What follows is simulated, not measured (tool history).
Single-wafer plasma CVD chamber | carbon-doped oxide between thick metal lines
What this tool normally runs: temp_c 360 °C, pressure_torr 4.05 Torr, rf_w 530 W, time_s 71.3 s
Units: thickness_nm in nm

run     day  temp_c  pressure_torr  rf_w  time_s  read-back reference wafer on the same gauge, thickness_nm  thickness_nm
  1   0.000     360           3.34   530    71.3                                                    408.142       363.986
  2   0.775     360           3.34   530    71.3                                                    407.603       363.115
      1.783  -- RF generator calibrated
  3   1.812     360           4.05   530    71.3                                                    408.471       371.753
      2.608  -- thermocouple changed; heater temperature recalibrated
  4   3.058     360           4.05   530    71.3                                                    408.141       375.100
  5   4.017     360           4.05   530    80.2                                                    408.070       421.780
  6   5.467     360           4.05   530    82.6                                                    408.212       434.501
  7   6.733     360           4.05   530    82.6                                                    407.546       436.959
  8   7.829     360           4.05   530    82.6                                                    407.826       434.029
  9   8.375     360           3.65   575    63.8                                                    407.911       347.592
 10   9.550     349           4.59   530    71.3                                                    408.040       391.665
 11  10.938     347           4.49   530    60.3                                                    408.105       329.406
 12  11.471     360           4.05   530    82.6                                                    408.157       434.530
 13  12.783     360           4.72   530    71.3                                                    408.074       383.395
 14  13.333     360           4.05   585    76.4                                                    408.094       422.901
 15  14.358     368           3.30   570    81.1                                                    407.620       425.938
 16  15.388     360           4.05   560    71.3                                                    408.141       385.771
 17  16.629     360           3.34   530    71.3                                                    408.123       369.827
 18  17.712     360           3.31   600    77.1                                                    408.142       422.131
 19  18.588     360           3.04   585    65.1                                                    407.887       349.588
 20  20.867     360           4.05   530    71.3                                                    408.486       374.682
 21  21.367     360           5.06   530    71.3                                                    408.086       386.104
 22  22.133     360           4.57   530    57.3                                                    407.894       306.002
 23  22.767     360           3.55   435    60.2                                                    408.325       284.009
 24  23.450     360           4.05   530    71.3                                                    407.645       376.579
 25  23.950     355           4.37   565    67.0                                                    407.610       371.068
 26  25.121     360           4.05   530    71.3                                                    407.921       376.461
 27  26.546     366           3.49   635    57.8                                                    407.716       321.878
 28  27.921     349           4.05   435    71.3                                                    407.656       346.219
 29  28.442     351           4.05   530    82.6                                                    407.848       440.577
 30  29.825     353           5.01   530    59.9                                                    407.968       327.941

Alternative continuations, all from the tool just after run 30; predict every row:
  A  29.842     360           4.05   625    71.3                                                          ?             ?
  B  29.842     354           4.05   530    71.3                                                          ?             ?
  C  29.842     360           3.54   445    79.7                                                          ?             ?

run  read-back reference wafer on the same gauge, thickness_nm  thickness_nm
  A                                                    408.042       405.134
  B                                                    408.042       378.596
  C                                                    408.042       377.851
Without the tool's hidden state the same runs would have given:
run  thickness_nm
  A       406.895
  B       380.395
  C       379.493
